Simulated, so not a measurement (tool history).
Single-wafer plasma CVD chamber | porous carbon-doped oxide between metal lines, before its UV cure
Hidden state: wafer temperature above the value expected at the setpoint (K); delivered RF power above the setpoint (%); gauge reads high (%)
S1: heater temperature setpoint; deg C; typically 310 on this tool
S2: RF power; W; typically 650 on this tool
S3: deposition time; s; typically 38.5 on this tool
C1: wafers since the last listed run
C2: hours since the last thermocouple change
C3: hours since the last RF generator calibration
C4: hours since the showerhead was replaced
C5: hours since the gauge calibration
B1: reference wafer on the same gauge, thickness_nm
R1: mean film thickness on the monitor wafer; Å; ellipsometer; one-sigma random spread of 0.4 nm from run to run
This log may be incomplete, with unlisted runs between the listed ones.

| run | hour | S1 | S2 | S3 | C1 | C2 | C3 | C4 | C5 | B1 | R1 |
|---|---|---|---|---|---|---|---|---|---|---|---|
| 1 | 0 | 310 | 650 | 38.5 | 0 | 1542 | 1145 | 6940.9 | 122.6 | 258.093 | 2194.25 |
| 2 | 8.8 | 310 | 650 | 38.5 | 140 | 1550.8 | 1153.8 | 6949.7 | 131.4 | 258.129 | 2194.31 |
| 3 | 23.4 | 310 | 650 | 38.5 | 232 | 1565.4 | 1168.4 | 6964.3 | 146 | 257.931 | 2192.57 |
| 4 | 34.4 | 321 | 650 | 38.5 | 175 | 1576.4 | 1179.4 | 6975.3 | 157 | 257.828 | 2087.55 |
| 5 | 41.4 | 321 | 650 | 38.5 | 111 | 1583.4 | 1186.4 | 6982.3 | 164 | 258.021 | 2084.67 |
| 6 | 49.4 | 321 | 650 | 38.5 | 127 | 1591.4 | 1194.4 | 6990.3 | 172 | 257.949 | 2082.9 |
| 7 | 64.6 | 310 | 650 | 38.5 | 242 | 1606.6 | 1209.6 | 7005.5 | 187.2 | 258.017 | 2181.09 |
| 8 | 71.6 | 310 | 650 | 38.5 | 111 | 1613.6 | 1216.6 | 7012.5 | 194.2 | 258.059 | 2191.88 |
|  | 85.4 | RF generator calibrated |
| 9 | 85.9 | 310 | 650 | 38.5 | 100 | 1627.9 | 0.5 | 7026.8 | 208.5 | 258.013 | 2138.59 |
|  | 105 | showerhead replaced |
| 10 | 105.5 | 310 | 650 | 38.5 | 185 | 1647.5 | 20.1 | 0.5 | 228.1 | 257.922 | 2135.44 |
| 11 | 110 | 310 | 650 | 38.5 | 71 | 1652 | 24.6 | 5 | 232.6 | 257.981 | 2135.28 |
| 12 | 118.3 | 310 | 650 | 38.5 | 132 | 1660.3 | 32.9 | 13.3 | 240.9 | 258.064 | 2137.14 |
| 13 | 130.7 | 310 | 650 | 38.5 | 197 | 1672.7 | 45.3 | 25.7 | 253.3 | 258.003 | 2137.79 |
|  | 134.1 | gauge calibrated |
|  | 145.4 | RF generator calibrated, repeated, since the last time left the tool worse |
| 14 | 148.1 | 306 | 730 | 38.5 | 149 | 1690.1 | 2.7 | 43.1 | 14 | 258.048 | 2438.47 |
| 15 | 163.4 | 310 | 650 | 36.6 | 244 | 1705.4 | 18 | 58.4 | 29.3 | 257.952 | 2146.9 |
|  | 173.6 | thermocouple changed; heater temperature recalibrated |
| 16 | 180.7 | 320 | 565 | 38.5 | 148 | 7.1 | 35.3 | 75.7 | 46.6 | 257.928 | 2006.82 |
| 17 | 188.9 | 320 | 565 | 38.5 | 130 | 15.3 | 43.5 | 83.9 | 54.8 | 258.061 | 2011.6 |
| 18 | 197.3 | 310 | 700 | 38.5 | 134 | 23.7 | 51.9 | 92.3 | 63.2 | 258.086 | 2340.93 |
| 19 | 213.3 | 310 | 650 | 38.5 | 255 | 39.7 | 67.9 | 108.3 | 79.2 | 258.109 | 2247.39 |
| 20 | 231.2 | 310 | 715 | 38.5 | 285 | 57.6 | 85.8 | 126.2 | 97.1 | 257.981 | 2363.7 |
| 21 | 242.5 | 310 | 650 | 44.2 | 180 | 68.9 | 97.1 | 137.5 | 108.4 | 257.951 | 2578.1 |
| 22 | 259.4 | 320 | 650 | 40.6 | 269 | 85.8 | 114 | 154.4 | 125.3 | 257.939 | 2261.24 |

Branching from run 22: 3 alternative next runs. What would each branch give?
| A | 259.8 | 310 | 770 | 38.5 | 6 | 86.2 | 114.4 | 154.8 | 125.7 | ? | ? |
| B | 259.8 | 324 | 600 | 31.1 | 6 | 86.2 | 114.4 | 154.8 | 125.7 | ? | ? |
| C | 259.8 | 318 | 745 | 42.2 | 6 | 86.2 | 114.4 | 154.8 | 125.7 | ? | ? |

| run | B1 | R1 |
|---|---|---|
| A | 257.912 | 2447.6 |
| B | 257.912 | 1648.81 |
| C | 257.912 | 2537.32 |
With the hidden condition removed and each run's random variation left untouched, the same runs would have given:
| run | R1 |
|---|---|
| A | 2450.64 |
| B | 1650.89 |
| C | 2540.46 |

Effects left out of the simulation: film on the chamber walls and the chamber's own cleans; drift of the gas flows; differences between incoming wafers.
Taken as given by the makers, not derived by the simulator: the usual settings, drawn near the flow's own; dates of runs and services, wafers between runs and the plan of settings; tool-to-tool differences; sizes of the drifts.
